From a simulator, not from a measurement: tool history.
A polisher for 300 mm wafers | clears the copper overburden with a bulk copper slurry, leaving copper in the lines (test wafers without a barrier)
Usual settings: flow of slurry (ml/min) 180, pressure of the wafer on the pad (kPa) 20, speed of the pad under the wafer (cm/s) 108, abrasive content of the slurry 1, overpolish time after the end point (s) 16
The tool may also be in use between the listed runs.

run	day	flow of slurry (ml/min)	pressure of the wafer on the pad (kPa)	speed of the pad under the wafer (cm/s)	abrasive content of the slurry	overpolish time after the end point (s)	incoming thickness of the incoming film, nm	time until the end point was called (s)	dishing of a wide line in a test structure (angstrom)
1	0	180	20	108	1	16	1398.9	118.3	880
# day 0.092: head pressure recalibrated
2	2.112	180	20	108	1	16	1359.4	115.4	878
# day 3.425: worn pad replaced by a new one
3	4.488	180	20	108	1	16	1370.8	117.6	875
# day 5.2: slurry blender recalibrated
4	7.379	180	20	100	1	16	1356.1	125.5	845
5	10.05	180	20	100	1	16	1366.4	126.6	849
6	11.392	180	20	108	1.1	16	1379.3	117.2	892
7	13.029	180	20	108	1.1	16	1358.3	117.3	873
# day 14.196: worn pad replaced by a new one
8	15.05	180	20	108	1.1	16	1373.7	116	855
# day 16.292: slurry blender recalibrated
9	16.312	180	20	108	0.9	16	1354.6	118.4	864
# day 17.954: head pressure recalibrated
# day 18.25: slurry nozzle cleaned
10	18.554	180	20	108	0.9	16	1390.3	135.2	824
11	19.804	180	20	108	0.9	16	1373.3	129.2	815
12	21.467	180	20	108	1	16	1388.8	132.4	830
13	23.575	135	25.5	108	1.15	10	1380.9	110.3	727
# day 25.512: worn pad replaced by a new one
# day 26.388: slurry blender recalibrated
# day 30.175: slurry nozzle cleaned, repeated, since the last time left the tool worse
14	32.429	240	20	80	1	16	1369	142.8	762
15	34.512	235	20	108	1	16	1386.1	111.1	886
# day 35.512: head pressure recalibrated
16	36.058	240	20	108	1	23	1356.4	105.4	1005
# day 36.867: worn pad replaced by a new one
# day 36.892: slurry blender recalibrated
17	37.538	180	20	108	1.1	25	1369.3	110.1	1039
18	38.646	180	20	108	1	16	1365.1	116	873
19	40.812	180	20	72	1	7	1386.7	170	399
20	43.262	180	22.1	144	1	16	1380.6	79.8	1020
21	44.925	180	20	108	0.85	7	1389.8	119	537
22	46.083	155	14.5	108	1.15	16	1389.7	161.3	705
# day 46.629: worn pad replaced by a new one
# day 48.658: slurry blender recalibrated
23	49.071	180	20	140	1	16	1374	91.3	961
24	51.354	180	20	108	1	16	1354.9	109.1	863
# day 52.912: head pressure recalibrated
25	53.858	180	14.5	94	0.75	6	1370.2	190.1	316

4 ways to go on from here, each from the tool as it stands after run 25. What would each give?
A	53.879	180	20	108	1	12	1357.4	?	?
B	53.879	220	22.8	108	1.1	24	1357.4	?	?
C	53.879	180	17.2	108	1	16	1357.4	?	?
D	53.879	180	20	138	1.15	16	1357.4	?	?

run	time until the end point was called (s)	dishing of a wide line in a test structure (angstrom)
A	114.8	758
B	96.8	1078
C	133.2	792
D	88.2	961
Without the tool's hidden state the same runs would have given:
run	time until the end point was called (s)	dishing of a wide line in a test structure (angstrom)
A	112.9	765
B	95.4	1081
C	130.9	798
D	86.6	967

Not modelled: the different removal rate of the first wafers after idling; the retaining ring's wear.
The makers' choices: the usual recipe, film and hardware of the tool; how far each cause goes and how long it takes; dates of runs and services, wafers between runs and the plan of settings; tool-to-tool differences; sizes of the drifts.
